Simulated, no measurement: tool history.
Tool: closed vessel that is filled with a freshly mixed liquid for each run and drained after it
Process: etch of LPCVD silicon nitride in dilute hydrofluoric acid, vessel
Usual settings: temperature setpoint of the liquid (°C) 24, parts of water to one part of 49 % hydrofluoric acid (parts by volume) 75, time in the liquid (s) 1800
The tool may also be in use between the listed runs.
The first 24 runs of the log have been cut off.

run      day  temperature setpoint of the liquid (°C)  parts of water to one part of 49 % hydrofluoric acid (parts by volume)  time in the liquid (s)  wafers since the last listed run  hours since the thermometer was replaced  hours since the hydrofluoric acid flow meter was replaced  hours since the gauge calibration  read-back film thickness of the LPCVD silicon nitride reference wafer, read on the same gauge (nm)  thickness taken off the LPCVD silicon nitride on a monitor wafer (Å)
 25   80.875                                     22.5                                                                      85                    2460                              3732                                     128.7                                                      133.9                             1156.2                                                                                                 140                                                                 120.9
 26   83.421                                       24                                                                      75                    1800                              3202                                     189.8                                                        195                             1217.3                                                                                              140.01                                                                 110.3
 27   86.633                                     19.5                                                                     100                    2110                              4041                                     266.9                                                      272.1                             1294.4                                                                                              140.01                                                                  71.4
 28   88.658                                     20.5                                                                      85                    2780                              2547                                     315.5                                                      320.7                               1343                                                                                              139.98                                                                   119
 29   90.212                                       24                                                                      50                    1040                              1955                                     352.8                                                        358                             1380.3                                                                                              139.95                                                                  94.6
 30   92.762                                       24                                                                      90                    1800                              3207                                       414                                                      419.2                             1441.5                                                                                              140.02                                                                  91.1
 31  106.025                                       24                                                                      75                    1800                             16684                                     732.3                                                      737.5                             1759.8                                                                                              139.97                                                                 107.8
 32  109.688                                     28.5                                                                      50                    2315                              4607                                     820.2                                                      825.4                             1847.7                                                                                              140.02                                                                   276

Each row is a separate what-if for the run after 32, all from the same tool condition, not one after another. Results?
  A  109.738                                       24                                                                      75                    1800                                62                                     821.4                                                      826.6                             1848.9                                                                                                   ?                                                                     ?
  B  109.738                                       24                                                                      75                    2295                                62                                     821.4                                                      826.6                             1848.9                                                                                                   ?                                                                     ?
  C  109.738                                     26.5                                                                     100                     895                                62                                     821.4                                                      826.6                             1848.9                                                                                                   ?                                                                     ?
  D  109.738                                       22                                                                     100                    2700                                62                                     821.4                                                      826.6                             1848.9                                                                                                   ?                                                                     ?

run  read-back film thickness of the LPCVD silicon nitride reference wafer, read on the same gauge (nm)  thickness taken off the LPCVD silicon nitride on a monitor wafer (Å)
  A                                                                                              139.99                                                                 107.8
  B                                                                                              139.99                                                                 137.4
  C                                                                                              139.99                                                                  47.5
  D                                                                                              139.99                                                                 106.6
The same runs, with their run-to-run variation unchanged, on a tool lacking any hidden condition would have given:
run  thickness taken off the LPCVD silicon nitride on a monitor wafer (Å)
  A                                                                 111.9
  B                                                                 142.7
  C                                                                  49.3
  D                                                                 110.7
